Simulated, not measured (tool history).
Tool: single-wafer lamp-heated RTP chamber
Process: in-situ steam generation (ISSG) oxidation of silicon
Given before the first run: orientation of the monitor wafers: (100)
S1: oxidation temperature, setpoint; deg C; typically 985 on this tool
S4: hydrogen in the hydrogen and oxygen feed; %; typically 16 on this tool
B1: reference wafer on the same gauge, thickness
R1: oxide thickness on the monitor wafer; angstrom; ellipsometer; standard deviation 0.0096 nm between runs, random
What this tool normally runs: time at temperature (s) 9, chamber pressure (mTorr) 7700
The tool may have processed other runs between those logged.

{"run": 1, "hour": 0.0, "S1": 985, "time at temperature (s)": 9, "chamber pressure (mTorr)": 7700, "S4": 16, "B1": 2.93, "R1": 33.09}
{"run": 2, "hour": 13.1, "S1": 977, "time at temperature (s)": 9, "chamber pressure (mTorr)": 7700, "S4": 16, "B1": 2.93, "R1": 32.35}
{"run": 3, "hour": 51.7, "S1": 977, "time at temperature (s)": 9, "chamber pressure (mTorr)": 7700, "S4": 16, "B1": 2.931, "R1": 32.61}
{"run": 4, "hour": 63.5, "S1": 977, "time at temperature (s)": 9, "chamber pressure (mTorr)": 7700, "S4": 16, "B1": 2.931, "R1": 32.45}
{"run": 5, "hour": 80.4, "S1": 985, "time at temperature (s)": 9, "chamber pressure (mTorr)": 8500, "S4": 16, "B1": 2.93, "R1": 33.42}
{"run": 6, "hour": 89.1, "S1": 985, "time at temperature (s)": 9, "chamber pressure (mTorr)": 7700, "S4": 16, "B1": 2.93, "R1": 33.39}
{"run": 7, "hour": 114.4, "S1": 985, "time at temperature (s)": 9, "chamber pressure (mTorr)": 7700, "S4": 16, "B1": 2.931, "R1": 33.54}
{"run": 8, "hour": 125.4, "S1": 985, "time at temperature (s)": 9, "chamber pressure (mTorr)": 7700, "S4": 16, "B1": 2.931, "R1": 33.48}
{"run": 9, "hour": 131.4, "S1": 985, "time at temperature (s)": 9, "chamber pressure (mTorr)": 7700, "S4": 16, "B1": 2.93, "R1": 33.75}
{"run": 10, "hour": 142.3, "S1": 985, "time at temperature (s)": 9, "chamber pressure (mTorr)": 7700, "S4": 16, "B1": 2.929, "R1": 33.53}
{"run": 11, "hour": 155.6, "S1": 985, "time at temperature (s)": 9, "chamber pressure (mTorr)": 7700, "S4": 16, "B1": 2.931, "R1": 33.9}
{"run": 12, "hour": 181.0, "S1": 985, "time at temperature (s)": 9, "chamber pressure (mTorr)": 7700, "S4": 16, "B1": 2.931, "R1": 33.16}
{"run": 13, "hour": 186.4, "S1": 985, "time at temperature (s)": 9, "chamber pressure (mTorr)": 7700, "S4": 16, "B1": 2.929, "R1": 33.16}
{"run": 14, "hour": 194.5, "S1": 985, "time at temperature (s)": 9, "chamber pressure (mTorr)": 7700, "S4": 16, "B1": 2.931, "R1": 33.26}
{"run": 15, "hour": 209.3, "S1": 1002, "time at temperature (s)": 11, "chamber pressure (mTorr)": 7700, "S4": 11, "B1": 2.93, "R1": 34.7}
{"run": 16, "hour": 245.8, "S1": 980, "time at temperature (s)": 9, "chamber pressure (mTorr)": 8400, "S4": 16, "B1": 2.93, "R1": 32.61}
{"run": 17, "hour": 256.6, "S1": 985, "time at temperature (s)": 9, "chamber pressure (mTorr)": 7700, "S4": 16, "B1": 2.93, "R1": 33.04}
{"run": 18, "hour": 267.3, "S1": 1003, "time at temperature (s)": 9, "chamber pressure (mTorr)": 7700, "S4": 16, "B1": 2.93, "R1": 34.99}
{"run": 19, "hour": 276.4, "S1": 967, "time at temperature (s)": 9, "chamber pressure (mTorr)": 7100, "S4": 23, "B1": 2.929, "R1": 34.57}
{"run": 20, "hour": 284.2, "S1": 990, "time at temperature (s)": 9, "chamber pressure (mTorr)": 7700, "S4": 16, "B1": 2.93, "R1": 33.74}
{"run": 21, "hour": 299.7, "S1": 990, "time at temperature (s)": 9, "chamber pressure (mTorr)": 7700, "S4": 16, "B1": 2.931, "R1": 33.72}
{"run": 22, "hour": 312.9, "S1": 985, "time at temperature (s)": 5, "chamber pressure (mTorr)": 8700, "S4": 16, "B1": 2.929, "R1": 26.29}
{"run": 23, "hour": 336.1, "S1": 985, "time at temperature (s)": 10, "chamber pressure (mTorr)": 7200, "S4": 11, "B1": 2.928, "R1": 31.59}
{"run": 24, "hour": 341.9, "S1": 985, "time at temperature (s)": 9, "chamber pressure (mTorr)": 7000, "S4": 11, "B1": 2.932, "R1": 30.1}
{"run": 25, "hour": 359.8, "S1": 992, "time at temperature (s)": 9, "chamber pressure (mTorr)": 8100, "S4": 11, "B1": 2.931, "R1": 31.13}
{"run": 26, "hour": 374.4, "S1": 985, "time at temperature (s)": 8, "chamber pressure (mTorr)": 7700, "S4": 16, "B1": 2.93, "R1": 31.8}
{"run": 27, "hour": 383.5, "S1": 966, "time at temperature (s)": 9, "chamber pressure (mTorr)": 7300, "S4": 16, "B1": 2.929, "R1": 31.72}
{"run": 28, "hour": 420.1, "S1": 985, "time at temperature (s)": 9, "chamber pressure (mTorr)": 7700, "S4": 16, "B1": 2.929, "R1": 33.54}
{"run": 29, "hour": 430.5, "S1": 985, "time at temperature (s)": 6, "chamber pressure (mTorr)": 7700, "S4": 16, "B1": 2.931, "R1": 28.54}
{"run": 30, "hour": 453.5, "S1": 985, "time at temperature (s)": 7, "chamber pressure (mTorr)": 7700, "S4": 16, "B1": 2.929, "R1": 30.48}
{"run": 31, "hour": 462.4, "S1": 985, "time at temperature (s)": 9, "chamber pressure (mTorr)": 7700, "S4": 16, "B1": 2.93, "R1": 33.75}

Not shown here: 4 entries made in the log between runs. Locate each between two listed runs and compare the hidden state at the listed run before it with the hidden state at the listed run after it:
Run 11 -> run 12: pyrometer window cleaned and pyrometer calibrated (hour 180.5)
  true wafer temperature minus pyrometer reading, K: 9.21 -> 1.28
  measured less the result without the state, R1: +0.87 -> +0.12 angstrom
Run 14 -> run 15: hydrogen flow controller replaced (hour 208.8)
  true wafer temperature minus pyrometer reading, K: 1.3 -> 1.37
  measured less the result without the state, R1: +0.12 -> +0.16 angstrom
Run 20 -> run 21: gauge calibrated (hour 287.6)
  true wafer temperature minus pyrometer reading, K: 2.34 -> 2.68
  measured less the result without the state, R1: +0.23 -> +0.26 angstrom
Run 22 -> run 23: pressure gauge zeroed (hour 335.6)
  true wafer temperature minus pyrometer reading, K: 3.01 -> 3.66
  measured less the result without the state, R1: +0.17 -> +0.33 angstrom

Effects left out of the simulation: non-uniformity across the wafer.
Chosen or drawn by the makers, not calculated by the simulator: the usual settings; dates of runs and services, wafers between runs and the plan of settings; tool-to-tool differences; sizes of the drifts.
